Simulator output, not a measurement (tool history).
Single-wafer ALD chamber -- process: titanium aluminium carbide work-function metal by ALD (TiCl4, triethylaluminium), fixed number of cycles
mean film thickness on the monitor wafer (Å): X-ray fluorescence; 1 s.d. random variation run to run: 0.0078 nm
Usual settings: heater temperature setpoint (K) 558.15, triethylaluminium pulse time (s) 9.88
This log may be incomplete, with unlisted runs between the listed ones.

run    hour  heater temperature setpoint (K)  triethylaluminium pulse time (s)  read-back reference wafer on the same gauge, thickness_nm  mean film thickness on the monitor wafer (Å)
  1     0.0                           550.15                              7.82                                                      1.740                                         16.24
  2    35.7                           558.15                             12.48                                                      1.739                                         18.11
  3   103.6                           558.15                             12.48                                                      1.740                                         18.19
  4   150.2                           558.15                             12.80                                                      1.740                                         18.17
  5   187.5                           558.15                             12.80                                                      1.741                                         18.25
  6   212.7                           553.15                              9.88                                                      1.739                                         17.22
  7   239.6                           558.15                              9.88                                                      1.740                                         17.52
  8   306.4                           558.15                              9.88                                                      1.743                                         17.50
  9   330.6                           558.15                              9.88                                                      1.737                                         17.56
 10   396.6                           564.15                              9.88                                                      1.737                                         18.00
 11   441.7                           564.15                              9.88                                                      1.741                                         17.95
      464.0  -- showerhead replaced
 12   490.3                           564.15                              9.88                                                      1.740                                         18.02
 13   536.2                           554.15                              9.88                                                      1.738                                         17.06
 14   575.5                           554.15                              9.88                                                      1.741                                         17.01
 15   632.6                           558.15                              9.88                                                      1.739                                         17.42
 16   782.5                           558.15                             13.44                                                      1.741                                         18.26
 17   921.0                           565.15                              8.54                                                      1.740                                         17.47
 18   951.6                           546.15                              8.07                                                      1.739                                         15.68
      963.0  -- triethylaluminium bottle replaced
 19   992.0                           564.15                              9.88                                                      1.741                                         18.46
 20  1038.2                           558.15                             13.12                                                      1.739                                         18.29
     1051.0  -- thermocouple changed; heater temperature recalibrated
 21  1159.8                           558.15                              9.88                                                      1.743                                         17.30
 22  1203.4                           562.15                              6.50                                                      1.740                                         16.15
 23  1257.1                           552.15                             13.06                                                      1.741                                         17.34
     1276.9  -- gauge calibrated
 24  1314.0                           548.15                             13.76                                                      1.739                                         16.99
 25  1358.8                           562.15                              6.79                                                      1.740                                         16.28
 26  1421.2                           568.15                              9.88                                                      1.740                                         18.02
 27  1493.0                           554.15                              6.52                                                      1.740                                         15.20
 28  1543.1                           552.15                              6.47                                                      1.739                                         15.03
 29  1600.0                           558.15                              9.88                                                      1.739                                         17.26
 30  1646.1                           573.15                              7.90                                                      1.741                                         17.86
 31  1803.6                           572.15                              7.62                                                      1.739                                         17.59
 32  1850.6                           553.15                              7.66                                                      1.741                                         15.93
     1891.7  -- triethylaluminium bottle replaced
 33  1918.0                           558.15                              9.88                                                      1.740                                         17.80

Here are 4 independent what-if runs from the current tool condition. What would each one return?
  A  1918.4                           569.15                              9.88                                                          ?                                             ?
  B  1918.4                           544.15                             11.01                                                          ?                                             ?
  C  1918.4                           551.15                              8.02                                                          ?                                             ?
  D  1918.4                           547.15                              7.97                                                          ?                                             ?

run  read-back reference wafer on the same gauge, thickness_nm  mean film thickness on the monitor wafer (Å)
  A                                                      1.740                                         18.88
  B                                                      1.740                                         16.79
  C                                                      1.740                                         16.69
  D                                                      1.740                                         16.32
With no hidden state in the tool, these same runs would have given:
run  mean film thickness on the monitor wafer (Å)
  A                                         18.53
  B                                         16.42
  C                                         16.39
  D                                         16.02
